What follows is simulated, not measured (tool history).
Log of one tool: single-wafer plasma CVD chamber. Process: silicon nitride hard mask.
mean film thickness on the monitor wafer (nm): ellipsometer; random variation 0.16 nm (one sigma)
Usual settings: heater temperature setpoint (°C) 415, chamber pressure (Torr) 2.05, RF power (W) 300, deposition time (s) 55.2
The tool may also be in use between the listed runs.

run   hour  heater temperature setpoint (°C)  chamber pressure (Torr)  RF power (W)  deposition time (s)  wafers since the last listed run  hours since the last thermocouple change  hours since the last RF generator calibration  hours since the last manometer calibration  hours since the showerhead was replaced  hours since the gauge calibration  read-back reference wafer on the same gauge, thickness_nm  mean film thickness on the monitor wafer (nm)
  1      0                               415                     2.05           300                 55.2                                 0                                    2112.7                                         1612.3                                      2427.3                                   7698.8                              210.6                                                     80.213                                          66.54
  2   18.5                               415                     2.05           300                 55.2                               248                                    2131.2                                         1630.8                                      2445.8                                   7717.3                              229.1                                                     80.228                                         66.543
  3   39.2                               415                     2.05           300                 55.2                               277                                    2151.9                                         1651.5                                      2466.5                                     7738                              249.8                                                     80.196                                         66.705
  4   53.3                               415                     2.05           300                 55.2                               189                                      2166                                         1665.6                                      2480.6                                   7752.1                              263.9                                                      80.23                                         66.486
  5   67.1                               415                     1.72           300                 50.7                               185                                    2179.8                                         1679.4                                      2494.4                                   7765.9                              277.7                                                     80.168                                         57.754
  6  100.5                               415                     1.72           300                 50.7                               448                                    2213.2                                         1712.8                                      2527.8                                   7799.3                              311.1                                                     80.213                                         57.831
  7  134.1                               415                     2.05           300                 55.2                               450                                    2246.8                                         1746.4                                      2561.4                                   7832.9                              344.7                                                     80.201                                          66.41
  8  164.7                               415                     2.05           300                 55.2                               410                                    2277.4                                           1777                                        2592                                   7863.5                              375.3                                                     80.178                                         66.549
  9  191.2                               415                     1.86           300                 55.2                               355                                    2303.9                                         1803.5                                      2618.5                                     7890                              401.8                                                      80.19                                         64.336
 10  223.7                               415                     1.86           300                 55.2                               436                                    2336.4                                           1836                                        2651                                   7922.5                              434.3                                                     80.179                                         64.378
 11    255                               415                     2.24           300                 55.2                               420                                    2367.7                                         1867.3                                      2682.3                                   7953.8                              465.6                                                     80.207                                         68.281
     297.7  -- showerhead replaced
 12  298.2                               415                     2.24           300                 55.2                               472                                    2410.9                                         1910.5                                      2725.5                                      0.5                              508.8                                                     80.214                                          68.15
 13  314.1                               415                     2.05           300                 46.4                               213                                    2426.8                                         1926.4                                      2741.4                                     16.4                              524.7                                                     80.189                                         55.604
 14  336.2                               415                     2.05           300                 46.4                               296                                    2448.9                                         1948.5                                      2763.5                                     38.5                              546.8                                                     80.209                                         55.843
     356.2  -- capacitance manometer re-zeroed and calibrated
 15  357.7                               415                     1.78           300                 55.2                               181                                    2470.4                                           1970                                         1.5                                       60                              568.3                                                     80.218                                         63.123
 16  388.1                               415                     2.05           300                 55.2                               407                                    2500.8                                         2000.4                                        31.9                                     90.4                              598.7                                                     80.168                                         66.227
 17  419.1                               415                     2.24           325                 59.4                               416                                    2531.8                                         2031.4                                        62.9                                    121.4                              629.7                                                      80.18                                         77.255
 18    438                               426                     1.86           335                 62.6                               253                                    2550.7                                         2050.3                                        81.8                                    140.3                              648.6                                                     80.196                                         78.384
     440.4  -- gauge calibrated
     454.2  -- thermocouple changed; heater temperature recalibrated
       463  -- RF generator calibrated
 19  471.4                               405                     2.25           300                 55.2                               233                                      17.2                                            8.4                                       115.2                                    173.7                                 31                                                     80.174                                         65.298
 20  505.1                               404                     1.57           300                 55.2                               452                                      50.9                                           42.1                                       148.9                                    207.4                               64.7                                                     80.215                                         58.198
 21  520.4                               420                     1.77           300                 45.8                               205                                      66.2                                           57.4                                       164.2                                    222.7                                 80                                                     80.214                                         49.966
     548.2  -- RF generator calibrated, repeated, since the last time left the tool worse
 22  548.7                               425                      1.7           285                 48.2                               272                                      94.5                                            0.5                                       192.5                                      251                              108.3                                                     80.218                                           54.1
 23  561.4                               408                     1.84           255                 44.4                               170                                     107.2                                           13.2                                       205.2                                    263.7                                121                                                     80.176                                         47.219
 24  584.2                               429                     2.05           300                 55.2                               305                                       130                                             36                                         228                                    286.5                              143.8                                                     80.214                                         68.321
 25  598.5                               415                      1.9           260                 55.2                               191                                     144.3                                           50.3                                       242.3                                    300.8                              158.1                                                     80.219                                         60.292
 26  626.5                               415                     2.05           300                 55.2                               375                                     172.3                                           78.3                                       270.3                                    328.8                              186.1                                                     80.206                                         68.221
 27  646.4                               420                      1.7           260                 55.2                               267                                     192.2                                           98.2                                       290.2                                    348.7                                206                                                     80.167                                         57.985
 28    663                               415                     2.05           300                 55.2                               222                                     208.8                                          114.8                                       306.8                                    365.3                              222.6                                                     80.164                                          68.17
 29  682.1                               415                     2.41           300                 55.2                               256                                     227.9                                          133.9                                       325.9                                    384.4                              241.7                                                     80.196                                         72.059

3 ways to go on from here, each from the tool as it stands after run 29. What would each give?
  A  682.5                               415                     2.05           300                   65                                 5                                     228.3                                          134.3                                       326.3                                    384.8                              242.1                                                          ?                                              ?
  B  682.5                               420                     1.56           300                 55.2                                 5                                     228.3                                          134.3                                       326.3                                    384.8                              242.1                                                          ?                                              ?
  C  682.5                               415                      1.9           300                 55.2                                 5                                     228.3                                          134.3                                       326.3                                    384.8                              242.1                                                          ?                                              ?

run  read-back reference wafer on the same gauge, thickness_nm  mean film thickness on the monitor wafer (nm)
  A                                                     80.232                                         80.773
  B                                                     80.232                                         62.499
  C                                                     80.232                                         66.998
Without the tool's hidden state the same runs would have given:
run  mean film thickness on the monitor wafer (nm)
  A                                         81.335
  B                                         62.934
  C                                         67.465
